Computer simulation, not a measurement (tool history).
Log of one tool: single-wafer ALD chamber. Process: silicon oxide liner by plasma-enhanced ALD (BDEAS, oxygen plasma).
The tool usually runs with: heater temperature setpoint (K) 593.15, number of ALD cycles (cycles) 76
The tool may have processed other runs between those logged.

| run | day | heater temperature setpoint (K) | number of ALD cycles (cycles) | wafers since the last listed run | hours since the last thermocouple change | hours since the gauge calibration | read-back reference wafer on the same gauge, thickness_nm | mean film thickness on the monitor wafer (Å) |
|---|---|---|---|---|---|---|---|---|
| 1 | 0.000 | 588.15 | 76 | 0 | 2357.2 | 465.7 | 7.577 | 79.69 |
| 2 | 1.054 | 588.15 | 76 | 107 | 2382.5 | 491.0 | 7.564 | 79.52 |
| 3 | 2.429 | 588.15 | 76 | 140 | 2415.5 | 524.0 | 7.563 | 79.27 |
| 4 | 3.896 | 593.15 | 88 | 149 | 2450.7 | 559.2 | 7.561 | 91.25 |
| 5 | 5.338 | 593.15 | 88 | 147 | 2485.3 | 593.8 | 7.562 | 91.45 |
| 6 | 6.354 | 593.15 | 88 | 103 | 2509.7 | 618.2 | 7.554 | 91.48 |
| 7 | 7.329 | 593.15 | 66 | 99 | 2533.1 | 641.6 | 7.557 | 68.45 |
| 8 | 8.017 | 593.15 | 66 | 70 | 2549.6 | 658.1 | 7.558 | 68.69 |
| 9 | 9.196 | 593.15 | 66 | 120 | 2577.9 | 686.4 | 7.558 | 68.56 |
| 10 | 10.538 | 593.15 | 79 | 137 | 2610.1 | 718.6 | 7.562 | 82.09 |
| 11 | 11.767 | 593.15 | 79 | 125 | 2639.6 | 748.1 | 7.549 | 82.27 |
| 12 | 12.850 | 593.15 | 76 | 110 | 2665.6 | 774.1 | 7.555 | 79.05 |
| 13 | 13.962 | 593.15 | 76 | 113 | 2692.3 | 800.8 | 7.550 | 78.69 |
| 14 | 14.962 | 593.15 | 70 | 102 | 2716.3 | 824.8 | 7.545 | 72.54 |
| 15 | 16.146 | 593.15 | 76 | 120 | 2744.7 | 853.2 | 7.540 | 78.72 |
| 16 | 16.725 | 593.15 | 76 | 59 | 2758.6 | 867.1 | 7.547 | 78.86 |
|  | 17.871 | thermocouple changed; heater temperature recalibrated |
| 17 | 17.892 | 593.15 | 76 | 85 | 0.5 | 895.1 | 7.546 | 78.54 |
|  | 18.404 | gauge calibrated |
| 18 | 18.596 | 593.15 | 76 | 71 | 17.4 | 4.6 | 7.700 | 80.77 |
| 19 | 19.179 | 593.15 | 76 | 59 | 31.4 | 18.6 | 7.693 | 80.46 |
| 20 | 20.667 | 593.15 | 76 | 151 | 67.1 | 54.3 | 7.673 | 80.00 |
| 21 | 21.225 | 603.15 | 68 | 57 | 80.5 | 67.7 | 7.659 | 70.80 |
| 22 | 22.529 | 600.15 | 69 | 133 | 111.8 | 99.0 | 7.661 | 72.26 |
| 23 | 23.171 | 604.15 | 71 | 65 | 127.2 | 114.4 | 7.649 | 73.64 |
| 24 | 24.662 | 593.15 | 76 | 152 | 163.0 | 150.2 | 7.635 | 79.73 |
| 25 | 25.304 | 598.15 | 86 | 65 | 178.4 | 165.6 | 7.629 | 89.44 |
| 26 | 26.288 | 593.15 | 76 | 100 | 202.0 | 189.2 | 7.621 | 79.66 |
| 27 | 27.758 | 580.15 | 69 | 150 | 237.3 | 224.5 | 7.612 | 73.69 |
| 28 | 28.925 | 593.15 | 61 | 119 | 265.3 | 252.5 | 7.615 | 63.49 |
| 29 | 29.596 | 584.15 | 82 | 68 | 281.4 | 268.6 | 7.598 | 86.48 |
| 30 | 30.421 | 601.15 | 91 | 84 | 301.2 | 288.4 | 7.596 | 93.81 |
| 31 | 31.683 | 597.15 | 66 | 128 | 331.5 | 318.7 | 7.592 | 68.56 |
| 32 | 32.688 | 593.15 | 86 | 102 | 355.6 | 342.8 | 7.588 | 89.61 |
| 33 | 34.179 | 593.15 | 76 | 152 | 391.4 | 378.6 | 7.581 | 79.21 |
| 34 | 34.712 | 585.15 | 87 | 54 | 404.2 | 391.4 | 7.581 | 91.48 |
| 35 | 35.733 | 589.15 | 89 | 104 | 428.7 | 415.9 | 7.569 | 93.27 |
| 36 | 36.746 | 588.15 | 89 | 103 | 453.0 | 440.2 | 7.579 | 93.07 |
| 37 | 37.788 | 593.15 | 65 | 106 | 478.0 | 465.2 | 7.565 | 67.80 |
| 38 | 39.183 | 593.15 | 68 | 142 | 511.5 | 498.7 | 7.564 | 70.48 |
| 39 | 40.538 | 579.15 | 84 | 138 | 544.0 | 531.2 | 7.554 | 88.62 |
| 40 | 41.450 | 581.15 | 72 | 93 | 565.9 | 553.1 | 7.565 | 76.07 |
| 41 | 41.967 | 593.15 | 76 | 52 | 578.3 | 565.5 | 7.556 | 78.74 |

Results per run with the tool's hidden condition removed, run-to-run variation unchanged:
Unlogged tool condition in this case: wafer temperature above the value expected at the setpoint (K); gauge reads high (%).
| run | mean film thickness on the monitor wafer (Å) |
|---|---|
| 1 | 80.92 |
| 2 | 80.77 |
| 3 | 80.56 |
| 4 | 92.77 |
| 5 | 93.01 |
| 6 | 93.06 |
| 7 | 69.65 |
| 8 | 69.90 |
| 9 | 69.78 |
| 10 | 83.57 |
| 11 | 83.77 |
| 12 | 80.51 |
| 13 | 80.15 |
| 14 | 73.89 |
| 15 | 80.19 |
| 16 | 80.35 |
| 17 | 80.03 |
| 18 | 80.67 |
| 19 | 80.44 |
| 20 | 80.17 |
| 21 | 71.01 |
| 22 | 72.60 |
| 23 | 74.05 |
| 24 | 80.31 |
| 25 | 90.15 |
| 26 | 80.37 |
| 27 | 74.45 |
| 28 | 64.21 |
| 29 | 87.49 |
| 30 | 94.96 |
| 31 | 69.46 |
| 32 | 90.85 |
| 33 | 80.36 |
| 34 | 92.84 |
| 35 | 94.70 |
| 36 | 94.54 |
| 37 | 68.90 |
| 38 | 71.66 |
| 39 | 90.13 |
| 40 | 77.39 |
| 41 | 80.12 |
